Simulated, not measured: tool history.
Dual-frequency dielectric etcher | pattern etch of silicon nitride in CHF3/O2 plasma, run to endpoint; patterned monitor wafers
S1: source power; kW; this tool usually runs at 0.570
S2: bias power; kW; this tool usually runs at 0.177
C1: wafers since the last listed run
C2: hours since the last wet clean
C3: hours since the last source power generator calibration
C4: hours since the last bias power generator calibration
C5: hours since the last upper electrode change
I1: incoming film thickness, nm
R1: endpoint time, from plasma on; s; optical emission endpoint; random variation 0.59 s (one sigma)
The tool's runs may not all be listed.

run	hour	S1	S2	C1	C2	C3	C4	C5	I1	R1
1	0.0	0.570	0.177	0	304.4	2942.0	1274.2	4667.5	91.9	67.3
2	30.1	0.570	0.177	184	334.5	2972.1	1304.3	4697.6	92.0	67.2
# hour 40.6: source power generator calibrated
3	46.5	0.570	0.177	76	350.9	5.9	1320.7	4714.0	92.2	68.3
4	61.7	0.570	0.177	93	366.1	21.1	1335.9	4729.2	90.4	66.3
5	88.4	0.570	0.177	164	392.8	47.8	1362.6	4755.9	91.9	68.8
6	108.3	0.570	0.177	122	412.7	67.7	1382.5	4775.8	91.8	67.0
7	129.4	0.480	0.199	129	433.8	88.8	1403.6	4796.9	91.3	70.5
8	144.7	0.570	0.177	93	449.1	104.1	1418.9	4812.2	90.7	65.4
9	164.3	0.570	0.177	120	468.7	123.7	1438.5	4831.8	92.1	67.4
10	186.4	0.460	0.160	135	490.8	145.8	1460.6	4853.9	91.5	76.1
# hour 208.8: bias power generator calibrated
11	218.6	0.570	0.177	173	523.0	178.0	9.8	4886.1	90.6	65.5
# hour 251.1: wet clean of the chamber
12	251.6	0.570	0.177	55	0.5	211.0	42.8	4919.1	91.9	66.5
13	255.8	0.630	0.177	25	4.7	215.2	47.0	4923.3	91.6	63.7
14	282.8	0.700	0.218	165	31.7	242.2	74.0	4950.3	91.0	58.0
15	301.5	0.460	0.197	114	50.4	260.9	92.7	4969.0	91.8	72.7
16	325.6	0.470	0.152	148	74.5	285.0	116.8	4993.1	92.0	75.9
17	419.9	0.570	0.177	579	168.8	379.3	211.1	5087.4	92.4	67.9
18	454.1	0.680	0.215	210	203.0	413.5	245.3	5121.6	91.6	60.5
19	481.8	0.570	0.203	170	230.7	441.2	273.0	5149.3	90.8	64.8
# hour 529.3: upper electrode replaced
20	529.8	0.570	0.151	147	278.7	489.2	321.0	0.5	92.1	69.3
21	547.5	0.610	0.153	108	296.4	506.9	338.7	18.2	91.2	67.1
22	581.2	0.570	0.137	207	330.1	540.6	372.4	51.9	91.1	70.5
23	615.8	0.570	0.159	212	364.7	575.2	407.0	86.5	91.9	68.5
24	633.8	0.530	0.160	110	382.7	593.2	425.0	104.5	91.1	71.4
25	655.9	0.440	0.134	135	404.8	615.3	447.1	126.6	91.3	81.5
26	753.3	0.690	0.208	598	502.2	712.7	544.5	224.0	91.2	58.9
27	777.7	0.570	0.177	149	526.6	737.1	568.9	248.4	91.1	66.2
# hour 821.2: wet clean of the chamber
28	821.7	0.610	0.194	122	0.5	781.1	612.9	292.4	91.1	63.8
29	825.3	0.650	0.213	22	4.1	784.7	616.5	296.0	91.5	61.7
30	840.7	0.570	0.177	94	19.5	800.1	631.9	311.4	91.5	66.0
31	912.4	0.640	0.155	440	91.2	871.8	703.6	383.1	91.6	66.3
32	929.1	0.650	0.151	102	107.9	888.5	720.3	399.8	91.8	65.6
33	949.8	0.570	0.137	127	128.6	909.2	741.0	420.5	91.5	71.2
34	979.0	0.570	0.177	179	157.8	938.4	770.2	449.7	91.7	67.9

State the hidden condition of the tool at each of the runs:
etch rate over this chamber's usual, %: 0 across all the runs
source power that arrives over what is set, %: 0 across all the runs
bias power that arrives over what is set, %: 0 across all the runs

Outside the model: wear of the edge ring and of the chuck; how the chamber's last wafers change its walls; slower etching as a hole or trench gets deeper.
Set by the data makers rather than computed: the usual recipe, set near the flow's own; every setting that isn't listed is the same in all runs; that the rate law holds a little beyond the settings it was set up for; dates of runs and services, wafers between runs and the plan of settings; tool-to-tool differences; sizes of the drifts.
